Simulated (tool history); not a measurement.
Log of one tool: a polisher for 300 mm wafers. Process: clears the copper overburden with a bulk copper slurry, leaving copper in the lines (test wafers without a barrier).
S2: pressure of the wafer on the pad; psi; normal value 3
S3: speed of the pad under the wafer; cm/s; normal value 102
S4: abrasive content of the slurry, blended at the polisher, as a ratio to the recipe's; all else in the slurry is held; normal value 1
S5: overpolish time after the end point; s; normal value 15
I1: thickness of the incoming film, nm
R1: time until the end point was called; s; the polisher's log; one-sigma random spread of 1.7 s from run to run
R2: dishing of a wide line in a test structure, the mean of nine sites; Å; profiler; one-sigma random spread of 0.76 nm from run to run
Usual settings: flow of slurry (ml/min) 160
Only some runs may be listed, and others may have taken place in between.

Run 1, day 0: usual settings but S4 1.15; I1 808.4. Result: R1 85 s, R2 663 Å.
At day 0.017: slurry blender recalibrated.
At day 2.508: slurry nozzle cleaned.
Run 2, day 2.988: usual settings; I1 814.7. Result: R1 96.5 s, R2 639 Å.
At day 4.45: worn pad replaced by a new one.
Run 3, day 4.912: usual settings but S2 2.5 psi; I1 817.5. Result: R1 93 s, R2 611 Å.
At day 7.767: slurry blender recalibrated.
Run 4, day 7.875: usual settings but S2 2.5 psi; I1 820.2. Result: R1 101.3 s, R2 610 Å.
Run 5, day 9.008: usual settings but S2 2.5 psi; I1 818.6. Result: R1 100.1 s, R2 616 Å.
Run 6, day 10.942: usual settings but S4 1.2; I1 806.7. Result: R1 89.7 s, R2 651 Å.
At day 13.446: head pressure recalibrated.
At day 13.754: worn pad replaced by a new one.
At day 15.729: slurry blender recalibrated.
Run 7, day 16.821: usual settings; I1 816.9. Result: R1 88 s, R2 643 Å.
Run 8, day 18.275: usual settings; I1 805.3. Result: R1 90.7 s, R2 640 Å.
At day 18.317: slurry nozzle cleaned.
Run 9, day 21.092: usual settings; I1 799.3. Result: R1 95.6 s, R2 632 Å.
At day 23.467: worn pad replaced by a new one.
Run 10, day 23.95: usual settings; I1 822.9. Result: R1 86.2 s, R2 661 Å.
At day 24.917: slurry blender recalibrated.
Run 11, day 25.004: usual settings but flow of slurry (ml/min) 175, S3 136 cm/s; I1 810.2. Result: R1 63.8 s, R2 749 Å.
Run 12, day 27.275: usual settings but S5 7 s; I1 799.1. Result: R1 88.3 s, R2 405 Å.
Run 13, day 29.229: usual settings; I1 809.1. Result: R1 92.8 s, R2 633 Å.
At day 30.642: slurry nozzle cleaned.
Run 14, day 31.621: usual settings; I1 810.5. Result: R1 98.1 s, R2 615 Å.
At day 32.233: slurry blender recalibrated.
Run 15, day 33.025: usual settings but flow of slurry (ml/min) 185, S3 76 cm/s, S4 1.2; I1 808. Result: R1 137.4 s, R2 524 Å.
At day 33.233: worn pad replaced by a new one.
Run 16, day 34.75: usual settings; I1 794. Result: R1 82.8 s, R2 658 Å.
Run 17, day 36.354: usual settings but flow of slurry (ml/min) 210, S3 122 cm/s; I1 815.7. Result: R1 73.4 s, R2 726 Å.
Run 18, day 38.079: usual settings but S2 3.3 psi; I1 804.3. Result: R1 81.4 s, R2 674 Å.
Run 19, day 39.892: usual settings but S3 116 cm/s, S4 1.1; I1 804. Result: R1 80.4 s, R2 681 Å.
At day 41.012: worn pad replaced by a new one.
At day 41.462: slurry blender recalibrated.
Run 20, day 42.779: usual settings; I1 815.5. Result: R1 89.9 s, R2 664 Å.

Below are 3 alternative next runs, each starting from the tool's condition after run 20. Predict each:
Run A, day 42.8: usual settings; I1 807.3. Result: R1 ?, R2 ?.
Run B, day 42.8: usual settings but flow of slurry (ml/min) 210, S2 3.4 psi, S4 0.85, S5 10 s; I1 807.3. Result: R1 ?, R2 ?.
Run C, day 42.8: usual settings but flow of slurry (ml/min) 180, S2 2.3 psi, S4 0.85; I1 807.3. Result: R1 ?, R2 ?.

run     R1   R2
  A     88  664
  B   79.8  567
  C  105.2  598
Take away the tool's hidden state, keep each run's random variation, and the runs would have read:
run     R1   R2
  A   86.9  668
  B   78.8  572
  C  103.9  602
